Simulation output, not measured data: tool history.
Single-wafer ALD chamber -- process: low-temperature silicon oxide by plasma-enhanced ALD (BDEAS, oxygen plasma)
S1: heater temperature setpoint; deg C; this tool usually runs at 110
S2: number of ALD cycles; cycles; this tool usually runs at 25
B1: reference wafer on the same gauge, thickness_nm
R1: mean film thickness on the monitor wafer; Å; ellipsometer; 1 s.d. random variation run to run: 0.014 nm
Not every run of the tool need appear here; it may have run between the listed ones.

{"run": 1, "hour": 0.0, "S1": 110, "S2": 29, "B1": 3.293, "R1": 40.17}
{"run": 2, "hour": 25.6, "S1": 110, "S2": 29, "B1": 3.297, "R1": 40.08}
{"run": 3, "hour": 81.7, "S1": 110, "S2": 29, "B1": 3.297, "R1": 40.27}
{"run": 4, "hour": 295.5, "S1": 110, "S2": 25, "B1": 3.305, "R1": 34.74}
{"run": 5, "hour": 338.0, "S1": 110, "S2": 25, "B1": 3.308, "R1": 34.57}
{"run": 6, "hour": 381.6, "S1": 110, "S2": 25, "B1": 3.3, "R1": 34.79}
{"run": 7, "hour": 425.4, "S1": 113, "S2": 21, "B1": 3.302, "R1": 28.79}
{"run": 8, "hour": 464.2, "S1": 113, "S2": 21, "B1": 3.304, "R1": 28.97}
{"run": 9, "hour": 527.6, "S1": 113, "S2": 21, "B1": 3.309, "R1": 29.11}
{"run": 10, "hour": 585.4, "S1": 110, "S2": 25, "B1": 3.306, "R1": 34.53}
{"run": 11, "hour": 630.0, "S1": 110, "S2": 25, "B1": 3.306, "R1": 34.67}
{"run": 12, "hour": 665.7, "S1": 110, "S2": 25, "B1": 3.312, "R1": 34.63}
{"run": 13, "hour": 735.2, "S1": 110, "S2": 22, "B1": 3.308, "R1": 30.63}
{"hour": 798.9, "done": "thermocouple changed; heater temperature recalibrated"}
{"run": 14, "hour": 799.4, "S1": 110, "S2": 22, "B1": 3.307, "R1": 30.49}
{"run": 15, "hour": 832.4, "S1": 110, "S2": 22, "B1": 3.311, "R1": 30.49}
{"run": 16, "hour": 860.1, "S1": 110, "S2": 25, "B1": 3.308, "R1": 34.66}
{"run": 17, "hour": 896.1, "S1": 110, "S2": 25, "B1": 3.305, "R1": 34.99}
{"run": 18, "hour": 934.8, "S1": 110, "S2": 25, "B1": 3.303, "R1": 34.77}
{"run": 19, "hour": 1004.0, "S1": 110, "S2": 25, "B1": 3.306, "R1": 34.81}
{"run": 20, "hour": 1071.4, "S1": 119, "S2": 25, "B1": 3.307, "R1": 34.34}
{"run": 21, "hour": 1108.0, "S1": 119, "S2": 25, "B1": 3.312, "R1": 34.1}
{"run": 22, "hour": 1138.1, "S1": 110, "S2": 25, "B1": 3.313, "R1": 34.69}
{"run": 23, "hour": 1185.6, "S1": 114, "S2": 27, "B1": 3.31, "R1": 37.49}
{"run": 24, "hour": 1232.1, "S1": 110, "S2": 25, "B1": 3.306, "R1": 34.69}
{"run": 25, "hour": 1412.0, "S1": 101, "S2": 22, "B1": 3.315, "R1": 31.23}
{"run": 26, "hour": 1475.0, "S1": 96, "S2": 29, "B1": 3.316, "R1": 41.52}
{"hour": 1538.7, "done": "gauge calibrated"}
{"run": 27, "hour": 1540.2, "S1": 123, "S2": 21, "B1": 3.201, "R1": 27.49}
{"run": 28, "hour": 1602.9, "S1": 104, "S2": 27, "B1": 3.211, "R1": 36.82}
{"run": 29, "hour": 1632.5, "S1": 110, "S2": 25, "B1": 3.215, "R1": 34.02}
{"run": 30, "hour": 1694.0, "S1": 100, "S2": 30, "B1": 3.22, "R1": 40.82}
{"run": 31, "hour": 1720.9, "S1": 105, "S2": 24, "B1": 3.222, "R1": 32.89}
{"run": 32, "hour": 1784.1, "S1": 114, "S2": 28, "B1": 3.231, "R1": 37.9}
{"hour": 1952.1, "done": "thermocouple changed; heater temperature recalibrated"}
{"run": 33, "hour": 1990.3, "S1": 123, "S2": 22, "B1": 3.241, "R1": 29.27}
{"run": 34, "hour": 2025.5, "S1": 110, "S2": 25, "B1": 3.251, "R1": 34.17}
{"run": 35, "hour": 2072.8, "S1": 110, "S2": 25, "B1": 3.255, "R1": 34.11}
{"run": 36, "hour": 2134.7, "S1": 110, "S2": 25, "B1": 3.257, "R1": 34.02}
{"run": 37, "hour": 2206.7, "S1": 110, "S2": 25, "B1": 3.26, "R1": 34.26}
{"run": 38, "hour": 2254.0, "S1": 110, "S2": 25, "B1": 3.262, "R1": 33.84}
{"run": 39, "hour": 2314.9, "S1": 110, "S2": 24, "B1": 3.264, "R1": 33.22}
{"run": 40, "hour": 2344.8, "S1": 120, "S2": 26, "B1": 3.263, "R1": 35.26}
{"run": 41, "hour": 2386.6, "S1": 100, "S2": 26, "B1": 3.269, "R1": 36.22}
{"run": 42, "hour": 2439.3, "S1": 110, "S2": 25, "B1": 3.268, "R1": 34.27}
{"run": 43, "hour": 2469.3, "S1": 116, "S2": 29, "B1": 3.271, "R1": 39.35}

Pick out some run-to-run changes in R1. Of each, how much would a tool without hidden state show as well, from the settings, what came in and chance, and how much is left for the hidden state and any gauge scatter not in both results compared?
Unlogged tool condition in this case: wafer temperature above the value expected at the setpoint (K); gauge reads high (%).
Run 6 -> 7: S1 110 -> 113, S2 25 -> 21. R1 -6 Å: hidden state -0.18, all else -5.82.
Run 25 -> 26: S1 101 -> 96, S2 22 -> 29. R1 +10.29 Å: hidden state +0.36, all else +9.93.
Run 26 -> 27: S1 96 -> 123, S2 29 -> 21, gauge calibrated. R1 -14.03 Å: hidden state -1.37, all else -12.66.
Run 27 -> 28: S1 123 -> 104, S2 21 -> 27. R1 +9.33 Å: hidden state +0.09, all else +9.24.
